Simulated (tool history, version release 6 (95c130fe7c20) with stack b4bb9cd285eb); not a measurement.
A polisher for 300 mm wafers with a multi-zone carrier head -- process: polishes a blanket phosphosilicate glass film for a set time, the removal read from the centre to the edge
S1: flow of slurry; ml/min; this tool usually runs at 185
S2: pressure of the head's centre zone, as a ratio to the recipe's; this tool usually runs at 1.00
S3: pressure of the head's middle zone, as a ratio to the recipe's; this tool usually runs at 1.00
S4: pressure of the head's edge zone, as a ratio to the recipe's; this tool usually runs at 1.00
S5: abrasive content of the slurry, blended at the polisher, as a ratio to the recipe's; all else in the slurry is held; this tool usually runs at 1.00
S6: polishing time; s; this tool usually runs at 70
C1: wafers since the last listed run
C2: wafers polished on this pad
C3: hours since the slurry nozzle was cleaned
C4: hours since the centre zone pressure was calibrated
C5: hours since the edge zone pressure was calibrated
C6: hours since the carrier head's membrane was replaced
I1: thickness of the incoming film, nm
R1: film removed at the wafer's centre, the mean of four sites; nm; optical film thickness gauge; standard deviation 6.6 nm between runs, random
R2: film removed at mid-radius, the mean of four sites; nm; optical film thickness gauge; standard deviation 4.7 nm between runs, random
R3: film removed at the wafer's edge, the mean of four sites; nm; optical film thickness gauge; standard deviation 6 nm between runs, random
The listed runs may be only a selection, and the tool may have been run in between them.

run 1 hour=0.0 | S1=185 S2=1.00 S3=1.03 S4=1.00 S5=1.00 S6=70 | C1=0 C2=1221 C3=131.7 C4=41.0 C5=225.7 C6=1355.1 | I1=3880.7 | R1=531.2 R2=541.3 R3=551.2
run 2 hour=28.2 | S1=215 S2=1.00 S3=1.00 S4=1.00 S5=1.00 S6=70 | C1=303 C2=1525 C3=159.9 C4=69.2 C5=253.9 C6=1383.3 | I1=3914.0 | R1=565.8 R2=544.6 R3=543.0
run 3 hour=44.2 | S1=215 S2=1.00 S3=1.00 S4=1.00 S5=1.00 S6=70 | C1=172 C2=1697 C3=175.9 C4=85.2 C5=269.9 C6=1399.3 | I1=3865.4 | R1=556.7 R2=546.5 R3=564.8
-- hour=60.3 worn pad replaced by a new one
run 4 hour=64.5 | S1=215 S2=1.00 S3=1.00 S4=1.00 S5=1.00 S6=70 | C1=175 C2=45 C3=196.2 C4=105.5 C5=290.2 C6=1419.6 | I1=3879.5 | R1=555.9 R2=541.6 R3=550.2
run 5 hour=93.8 | S1=185 S2=1.00 S3=1.00 S4=1.00 S5=1.00 S6=70 | C1=315 C2=360 C3=225.5 C4=134.8 C5=319.5 C6=1448.9 | I1=3847.9 | R1=538.4 R2=525.8 R3=554.2
-- hour=104.8 slurry nozzle cleaned
run 6 hour=109.6 | S1=210 S2=1.00 S3=1.00 S4=1.00 S5=1.00 S6=70 | C1=159 C2=519 C3=4.8 C4=150.6 C5=335.3 C6=1464.7 | I1=3898.2 | R1=567.3 R2=540.7 R3=555.2
-- hour=132.1 edge zone pressure recalibrated
run 7 hour=132.6 | S1=215 S2=1.12 S3=1.00 S4=1.00 S5=1.25 S6=93 | C1=226 C2=746 C3=27.8 C4=173.6 C5=0.5 C6=1487.7 | I1=3961.7 | R1=884.8 R2=760.3 R3=766.1
-- hour=142.3 carrier head's membrane replaced by a new one
run 8 hour=147.1 | S1=185 S2=1.11 S3=1.00 S4=1.00 S5=1.00 S6=70 | C1=102 C2=848 C3=42.3 C4=188.1 C5=15.0 C6=4.8 | I1=3912.0 | R1=609.8 R2=522.6 R3=551.6
run 9 hour=172.8 | S1=185 S2=1.00 S3=0.88 S4=1.00 S5=0.75 S6=70 | C1=276 C2=1125 C3=68.0 C4=213.8 C5=40.7 C6=30.5 | I1=3868.4 | R1=521.6 R2=438.9 R3=513.0
run 10 hour=186.3 | S1=185 S2=1.00 S3=1.00 S4=1.00 S5=1.00 S6=70 | C1=145 C2=1270 C3=81.5 C4=227.3 C5=54.2 C6=44.0 | I1=3912.3 | R1=566.7 R2=531.9 R3=547.0
-- hour=206.0 worn pad replaced by a new one
run 11 hour=215.9 | S1=185 S2=1.00 S3=1.00 S4=1.00 S5=1.00 S6=70 | C1=275 C2=106 C3=111.1 C4=256.9 C5=83.8 C6=73.6 | I1=3881.4 | R1=564.8 R2=530.6 R3=551.4
run 12 hour=237.1 | S1=160 S2=1.00 S3=1.00 S4=1.00 S5=1.00 S6=70 | C1=228 C2=334 C3=132.3 C4=278.1 C5=105.0 C6=94.8 | I1=3939.7 | R1=553.4 R2=507.8 R3=530.4
run 13 hour=272.3 | S1=205 S2=0.90 S3=1.00 S4=1.00 S5=0.70 S6=70 | C1=378 C2=713 C3=167.5 C4=313.3 C5=140.2 C6=130.0 | I1=3849.5 | R1=495.0 R2=492.9 R3=515.3
run 14 hour=287.0 | S1=120 S2=1.00 S3=1.00 S4=1.00 S5=1.00 S6=70 | C1=158 C2=871 C3=182.2 C4=328.0 C5=154.9 C6=144.7 | I1=3849.2 | R1=513.0 R2=478.5 R3=509.9
-- hour=309.7 slurry nozzle cleaned
run 15 hour=317.5 | S1=205 S2=0.90 S3=1.00 S4=1.00 S5=0.70 S6=70 | C1=317 C2=1189 C3=7.8 C4=358.5 C5=185.4 C6=175.2 | I1=3837.0 | R1=477.0 R2=498.6 R3=508.4
run 16 hour=350.9 | S1=185 S2=1.00 S3=1.00 S4=1.00 S5=1.00 S6=70 | C1=359 C2=1548 C3=41.2 C4=391.9 C5=218.8 C6=208.6 | I1=3850.6 | R1=570.4 R2=536.4 R3=544.5
run 17 hour=369.7 | S1=185 S2=1.00 S3=1.09 S4=1.00 S5=1.00 S6=70 | C1=202 C2=1751 C3=60.0 C4=410.7 C5=237.6 C6=227.4 | I1=3892.8 | R1=577.6 R2=564.8 R3=548.9
-- hour=380.2 worn pad replaced by a new one
run 18 hour=401.6 | S1=185 S2=1.00 S3=1.00 S4=1.05 S5=1.00 S6=47 | C1=300 C2=230 C3=91.9 C4=442.6 C5=269.5 C6=259.3 | I1=3914.1 | R1=384.4 R2=356.8 R3=371.3
run 19 hour=432.1 | S1=160 S2=1.00 S3=1.00 S4=1.00 S5=1.00 S6=70 | C1=328 C2=558 C3=122.4 C4=473.1 C5=300.0 C6=289.8 | I1=3926.8 | R1=569.4 R2=511.3 R3=531.1
run 20 hour=445.9 | S1=185 S2=1.00 S3=1.00 S4=1.00 S5=1.00 S6=70 | C1=148 C2=706 C3=136.2 C4=486.9 C5=313.8 C6=303.6 | I1=3872.4 | R1=577.1 R2=525.5 R3=544.8
run 21 hour=466.9 | S1=185 S2=1.00 S3=1.11 S4=1.00 S5=1.00 S6=70 | C1=226 C2=933 C3=157.2 C4=507.9 C5=334.8 C6=324.6 | I1=3931.5 | R1=585.0 R2=588.9 R3=536.0
run 22 hour=489.3 | S1=145 S2=1.00 S3=1.00 S4=1.00 S5=1.00 S6=70 | C1=241 C2=1174 C3=179.6 C4=530.3 C5=357.2 C6=347.0 | I1=3898.1 | R1=547.0 R2=499.6 R3=530.0

How the hidden state differs across the entries between the runs, from the last listed run before each to the first after it:
Run 3 -> run 4: worn pad replaced by a new one (hour 60.3)
  deviation of the centre zone's pressure from its setpoint, %: 3.6 -> 4.2
  what was measured, less what the result would be without the hidden state, R1: +19.5 -> +22.6 nm
Run 5 -> run 6: slurry nozzle cleaned (hour 104.8)
  deviation of the centre zone's pressure from its setpoint, %: 4.99 -> 5.37
  what was measured, less what the result would be without the hidden state, R1: +25.8 -> +29.2 nm
Run 6 -> run 7: edge zone pressure recalibrated (hour 132.1)
  deviation of the centre zone's pressure from its setpoint, %: 5.37 -> 5.89
  what was measured, less what the result would be without the hidden state, R1: +29.2 -> +49.2 nm
Run 7 -> run 8: carrier head's membrane replaced by a new one (hour 142.3)
  deviation of the centre zone's pressure from its setpoint, %: 5.89 -> 6.19
  what was measured, less what the result would be without the hidden state, R1: +49.2 -> +35.5 nm
Run 10 -> run 11: worn pad replaced by a new one (hour 206.0)
  deviation of the centre zone's pressure from its setpoint, %: 6.92 -> 7.4
  what was measured, less what the result would be without the hidden state, R1: +37.0 -> +39.2 nm
Run 14 -> run 15: slurry nozzle cleaned (hour 309.7)
  deviation of the centre zone's pressure from its setpoint, %: 8.34 -> 8.67
  what was measured, less what the result would be without the hidden state, R1: +39.8 -> +38.7 nm
Run 17 -> run 18: worn pad replaced by a new one (hour 380.2)
  deviation of the centre zone's pressure from its setpoint, %: 9.14 -> 9.38
  what was measured, less what the result would be without the hidden state, R1: +48.7 -> +33.2 nm
